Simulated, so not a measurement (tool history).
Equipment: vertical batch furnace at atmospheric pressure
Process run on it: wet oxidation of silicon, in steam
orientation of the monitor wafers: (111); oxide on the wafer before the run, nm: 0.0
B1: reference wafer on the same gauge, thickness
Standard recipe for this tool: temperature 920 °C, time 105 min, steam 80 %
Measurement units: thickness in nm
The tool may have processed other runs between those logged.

Run 1, day 0: usual settings; B1 418.88. Result: thickness 350.51 nm.
Run 2, day 0.458: usual settings; B1 418.95. Result: thickness 349.57 nm.
Run 3, day 1.15: usual settings; B1 419.05. Result: thickness 350.36 nm.
Run 4, day 1.892: usual settings; B1 419.06. Result: thickness 350.37 nm.
Run 5, day 2.358: usual settings; B1 418.95. Result: thickness 349.65 nm.
Run 6, day 3.021: usual settings; B1 418.93. Result: thickness 350.17 nm.
Run 7, day 3.688: usual settings but temperature 914 °C, time 125.5 min; B1 419.03. Result: thickness 378.9 nm.
Run 8, day 4.454: usual settings but time 146.5 min; B1 419.01. Result: thickness 442.71 nm.
Run 9, day 4.896: usual settings but temperature 931 °C; B1 418.95. Result: thickness 379.91 nm.
Run 10, day 5.275: usual settings but temperature 931 °C; B1 418.91. Result: thickness 380.64 nm.
Run 11, day 5.904: usual settings but time 80 min; B1 419.15. Result: thickness 287 nm.
Run 12, day 6.488: usual settings; B1 419.12. Result: thickness 348.8 nm.
Run 13, day 6.929: usual settings; B1 418.91. Result: thickness 349.08 nm.
Run 14, day 7.775: usual settings but time 140.5 min, steam 69 %; B1 418.87. Result: thickness 386.69 nm.
Run 15, day 8.162: usual settings; B1 418.82. Result: thickness 348.98 nm.
At day 9.85: steam generator serviced.
At day 10.212: thermocouples replaced and temperature profile calibrated.
Run 16, day 10.233: usual settings but temperature 936 °C, time 130 min, steam 75 %; B1 418.9. Result: thickness 441.75 nm.
Run 17, day 10.458: usual settings; B1 418.98. Result: thickness 353.32 nm.
Run 18, day 10.679: usual settings but temperature 930 °C; B1 419. Result: thickness 381.48 nm.
At day 12.833: gauge calibrated.
Run 19, day 13.133: usual settings but temperature 937 °C, time 130.5 min, steam 72 %; B1 419.14. Result: thickness 434.83 nm.
Run 20, day 14.912: usual settings but time 131 min; B1 419.08. Result: thickness 414.33 nm.
Run 21, day 15.804: usual settings; B1 419.12. Result: thickness 354.71 nm.
Run 22, day 18.633: usual settings but time 71 min; B1 418.82. Result: thickness 265.07 nm.
Run 23, day 19.296: usual settings; B1 419.02. Result: thickness 354.03 nm.
Run 24, day 20.004: usual settings but temperature 910 °C, time 152.5 min, steam 86 %; B1 419.02. Result: thickness 449.24 nm.
Run 25, day 20.733: usual settings; B1 419.01. Result: thickness 354.53 nm.
Run 26, day 21.5: usual settings but time 128 min, steam 92 %; B1 419.02. Result: thickness 449.67 nm.

Alternative continuations, all from the tool just after run 26; predict every row:
Run A, day 21.729: usual settings but time 81.5 min; B1 ?. Result: thickness ?.
Run B, day 21.729: usual settings but temperature 903 °C; B1 ?. Result: thickness ?.
Run C, day 21.729: usual settings but temperature 903 °C, steam 84 %; B1 ?. Result: thickness ?.
Run D, day 21.729: usual settings but temperature 931 °C, time 122 min, steam 88 %; B1 ?. Result: thickness ?.
Run E, day 21.729: usual settings but temperature 935 °C, time 148 min, steam 72 %; B1 ?. Result: thickness ?.

run      B1  thickness
  A  418.98     295.29
  B  418.98     305.36
  C  418.98      316.8
  D  418.98     457.89
  E  418.98     468.37
Without the tool's hidden state the same runs would have given:
run  thickness
  A      292.3
  B     301.71
  C     313.06
  D     454.14
  E     464.61
